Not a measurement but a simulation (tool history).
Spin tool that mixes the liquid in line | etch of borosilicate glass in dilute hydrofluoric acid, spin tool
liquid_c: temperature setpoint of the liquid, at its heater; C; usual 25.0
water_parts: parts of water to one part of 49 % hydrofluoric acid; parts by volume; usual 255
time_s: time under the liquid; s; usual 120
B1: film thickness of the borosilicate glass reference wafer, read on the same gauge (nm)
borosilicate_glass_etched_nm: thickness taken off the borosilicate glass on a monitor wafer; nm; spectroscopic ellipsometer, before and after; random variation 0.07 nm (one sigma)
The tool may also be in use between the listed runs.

{"run": 1, "hour": 0.0, "liquid_c": 28.0, "water_parts": 255, "time_s": 120, "B1": 110.0, "borosilicate_glass_etched_nm": 15.94}
{"run": 2, "hour": 15.4, "liquid_c": 28.0, "water_parts": 255, "time_s": 120, "B1": 109.98, "borosilicate_glass_etched_nm": 15.84}
{"run": 3, "hour": 23.2, "liquid_c": 25.0, "water_parts": 255, "time_s": 120, "B1": 110.0, "borosilicate_glass_etched_nm": 14.47}
{"run": 4, "hour": 29.5, "liquid_c": 25.0, "water_parts": 255, "time_s": 120, "B1": 110.01, "borosilicate_glass_etched_nm": 14.39}
{"run": 5, "hour": 37.2, "liquid_c": 25.0, "water_parts": 255, "time_s": 120, "B1": 109.99, "borosilicate_glass_etched_nm": 14.47}
{"run": 6, "hour": 55.1, "liquid_c": 25.0, "water_parts": 255, "time_s": 170, "B1": 110.01, "borosilicate_glass_etched_nm": 20.35}
{"run": 7, "hour": 72.1, "liquid_c": 25.0, "water_parts": 300, "time_s": 120, "B1": 110.0, "borosilicate_glass_etched_nm": 11.67}
{"run": 8, "hour": 89.0, "liquid_c": 25.0, "water_parts": 300, "time_s": 120, "B1": 109.99, "borosilicate_glass_etched_nm": 11.55}
{"run": 9, "hour": 102.8, "liquid_c": 25.0, "water_parts": 300, "time_s": 120, "B1": 110.0, "borosilicate_glass_etched_nm": 11.64}
{"run": 10, "hour": 132.2, "liquid_c": 25.0, "water_parts": 255, "time_s": 120, "B1": 110.01, "borosilicate_glass_etched_nm": 14.44}
{"hour": 138.0, "done": "hydrofluoric acid flow meter replaced"}
{"run": 11, "hour": 142.4, "liquid_c": 21.5, "water_parts": 255, "time_s": 180, "B1": 110.0, "borosilicate_glass_etched_nm": 22.07}
{"run": 12, "hour": 189.1, "liquid_c": 25.0, "water_parts": 255, "time_s": 120, "B1": 109.98, "borosilicate_glass_etched_nm": 16.62}
{"hour": 201.3, "done": "gauge calibrated"}
{"run": 13, "hour": 204.4, "liquid_c": 25.0, "water_parts": 165, "time_s": 120, "B1": 110.01, "borosilicate_glass_etched_nm": 28.53}
{"run": 14, "hour": 211.9, "liquid_c": 25.0, "water_parts": 255, "time_s": 120, "B1": 110.01, "borosilicate_glass_etched_nm": 16.65}
{"hour": 216.1, "done": "thermometer replaced"}
{"run": 15, "hour": 219.4, "liquid_c": 25.0, "water_parts": 255, "time_s": 120, "B1": 110.0, "borosilicate_glass_etched_nm": 15.89}
{"run": 16, "hour": 263.3, "liquid_c": 25.0, "water_parts": 145, "time_s": 165, "B1": 110.01, "borosilicate_glass_etched_nm": 43.32}
{"run": 17, "hour": 274.3, "liquid_c": 28.5, "water_parts": 255, "time_s": 150, "B1": 109.99, "borosilicate_glass_etched_nm": 22.0}
{"run": 18, "hour": 291.5, "liquid_c": 25.0, "water_parts": 255, "time_s": 120, "B1": 110.0, "borosilicate_glass_etched_nm": 15.69}
{"run": 19, "hour": 307.6, "liquid_c": 25.0, "water_parts": 255, "time_s": 190, "B1": 110.0, "borosilicate_glass_etched_nm": 24.91}
{"run": 20, "hour": 319.0, "liquid_c": 25.0, "water_parts": 255, "time_s": 70, "B1": 110.0, "borosilicate_glass_etched_nm": 9.16}

3 ways to go on from here, each from the tool as it stands after run 20. What would each give?
{"run": "A", "hour": 319.4, "liquid_c": 25.0, "water_parts": 255, "time_s": 120, "B1": "?", "borosilicate_glass_etched_nm": "?"}
{"run": "B", "hour": 319.4, "liquid_c": 21.5, "water_parts": 255, "time_s": 160, "B1": "?", "borosilicate_glass_etched_nm": "?"}
{"run": "C", "hour": 319.4, "liquid_c": 25.0, "water_parts": 370, "time_s": 80, "B1": "?", "borosilicate_glass_etched_nm": "?"}

run=A B1=110.00 borosilicate_glass_etched_nm=15.85
run=B B1=110.00 borosilicate_glass_etched_nm=18.65
run=C B1=110.00 borosilicate_glass_etched_nm=6.48
Without the tool's hidden state the same runs would have given:
run=A borosilicate_glass_etched_nm=16.46
run=B borosilicate_glass_etched_nm=19.34
run=C borosilicate_glass_etched_nm=6.75
